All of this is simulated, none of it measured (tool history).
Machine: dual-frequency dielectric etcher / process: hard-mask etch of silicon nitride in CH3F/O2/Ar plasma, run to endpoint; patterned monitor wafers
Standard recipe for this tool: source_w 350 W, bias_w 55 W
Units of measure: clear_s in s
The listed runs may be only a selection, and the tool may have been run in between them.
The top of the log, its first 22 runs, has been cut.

run	hour	source_w	bias_w	wafers since the last listed run	hours since the last wet clean	hours since the last source power generator calibration	hours since the last bias power generator calibration	hours since the last upper electrode change	incoming incoming film thickness, nm	clear_s
23	1511.9	440	55	736	177.2	443.4	491.5	407.8	27.58	41.2
24	1571.7	280	62	560	237	503.2	551.3	467.6	27.59	51.9
25	1638.2	290	51	623	303.5	569.7	617.8	534.1	27.66	52.6
26	1712.6	290	61	697	377.9	644.1	692.2	608.5	27.73	50.9
# hour 1784.6: wet clean of the chamber
27	1785.1	350	55	454	0.5	716.6	764.7	681	27.61	47.3
28	1841.8	300	50	531	57.2	773.3	821.4	737.7	27.12	51.5
29	1921	310	69	742	136.4	852.5	900.6	816.9	27.54	47.9
30	2159.9	350	55	2238	375.3	1091.4	1139.5	1055.8	27.4	46
31	2217.1	410	60	535	432.5	1148.6	1196.7	1113	27.48	40.9

Consider 4 possible next runs. They are alternatives, not a sequence: every one starts from the tool as it was left by run 31. What does each give?
A	2217.5	350	55	3	432.9	1149	1197.1	1113.4	27.44	?
B	2217.5	270	62	3	432.9	1149	1197.1	1113.4	27.44	?
C	2217.5	430	63	3	432.9	1149	1197.1	1113.4	27.44	?
D	2217.5	350	43	3	432.9	1149	1197.1	1113.4	27.44	?

run	clear_s
A	45.7
B	52.1
C	39.7
D	47.8
Had the tool no hidden state, the same runs would have come out as:
run	clear_s
A	47
B	53.6
C	40.9
D	49.1
